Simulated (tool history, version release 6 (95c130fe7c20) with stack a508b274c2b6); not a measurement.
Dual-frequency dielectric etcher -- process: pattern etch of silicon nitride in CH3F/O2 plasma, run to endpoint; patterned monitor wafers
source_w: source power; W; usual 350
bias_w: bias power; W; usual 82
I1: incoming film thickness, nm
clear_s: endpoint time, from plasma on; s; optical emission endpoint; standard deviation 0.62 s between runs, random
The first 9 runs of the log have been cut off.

run 10 hour=607.8 | source_w=350 bias_w=82 | I1=80.6 | clear_s=101.1
run 11 hour=663.6 | source_w=350 bias_w=82 | I1=80.2 | clear_s=101
-- hour=724.5 bias power generator calibrated
-- hour=738.3 wet clean of the chamber
run 12 hour=738.8 | source_w=350 bias_w=82 | I1=81.2 | clear_s=101.1
run 13 hour=831.9 | source_w=350 bias_w=82 | I1=80.9 | clear_s=100.5
run 14 hour=894.6 | source_w=350 bias_w=82 | I1=80.1 | clear_s=100.5
run 15 hour=959.2 | source_w=350 bias_w=82 | I1=80.6 | clear_s=100.4
run 16 hour=1039.4 | source_w=430 bias_w=76 | I1=79.6 | clear_s=96.7
run 17 hour=1136.3 | source_w=430 bias_w=70 | I1=80.3 | clear_s=99
run 18 hour=1238.9 | source_w=430 bias_w=76 | I1=80 | clear_s=96.9
-- hour=1276 wet clean of the chamber
run 19 hour=1334.9 | source_w=350 bias_w=82 | I1=80.1 | clear_s=99.4
run 20 hour=1386.2 | source_w=320 bias_w=99 | I1=80.4 | clear_s=95.5
run 21 hour=1433.8 | source_w=320 bias_w=82 | I1=79.2 | clear_s=102.8
-- hour=1483.1 source power generator calibrated
run 22 hour=1527.8 | source_w=310 bias_w=94 | I1=80.2 | clear_s=98.7
run 23 hour=1587 | source_w=270 bias_w=100 | I1=79.7 | clear_s=98.7
run 24 hour=1630.4 | source_w=350 bias_w=90 | I1=79.7 | clear_s=96.1
run 25 hour=1691.7 | source_w=440 bias_w=94 | I1=80.2 | clear_s=87.8
run 26 hour=1728.2 | source_w=270 bias_w=72 | I1=80 | clear_s=113.8
-- hour=1766.4 upper electrode replaced
-- hour=1820.6 wet clean of the chamber
run 27 hour=1823 | source_w=300 bias_w=75 | I1=80 | clear_s=109.4
run 28 hour=1871 | source_w=390 bias_w=95 | I1=80.7 | clear_s=91.6
run 29 hour=2051.7 | source_w=260 bias_w=77 | I1=79.4 | clear_s=110.4
run 30 hour=2108 | source_w=350 bias_w=92 | I1=80.3 | clear_s=95.8
run 31 hour=2208.7 | source_w=320 bias_w=99 | I1=80.4 | clear_s=95.1

Branching from run 31: 5 alternative next runs. What would each branch give?
run A hour=2209.2 | source_w=350 bias_w=82 | I1=80.1 | clear_s=?
run B hour=2209.2 | source_w=300 bias_w=99 | I1=80.1 | clear_s=?
run C hour=2209.2 | source_w=300 bias_w=89 | I1=80.1 | clear_s=?
run D hour=2209.2 | source_w=390 bias_w=69 | I1=80.1 | clear_s=?
run E hour=2209.2 | source_w=270 bias_w=70 | I1=80.1 | clear_s=?

run=A clear_s=100.9
run=B clear_s=97.6
run=C clear_s=102.2
run=D clear_s=104.8
run=E clear_s=116.6
The same runs, with their run-to-run variation unchanged, on a tool lacking any hidden condition would have given:
run=A clear_s=100.9
run=B clear_s=97.6
run=C clear_s=102.2
run=D clear_s=104.8
run=E clear_s=116.6

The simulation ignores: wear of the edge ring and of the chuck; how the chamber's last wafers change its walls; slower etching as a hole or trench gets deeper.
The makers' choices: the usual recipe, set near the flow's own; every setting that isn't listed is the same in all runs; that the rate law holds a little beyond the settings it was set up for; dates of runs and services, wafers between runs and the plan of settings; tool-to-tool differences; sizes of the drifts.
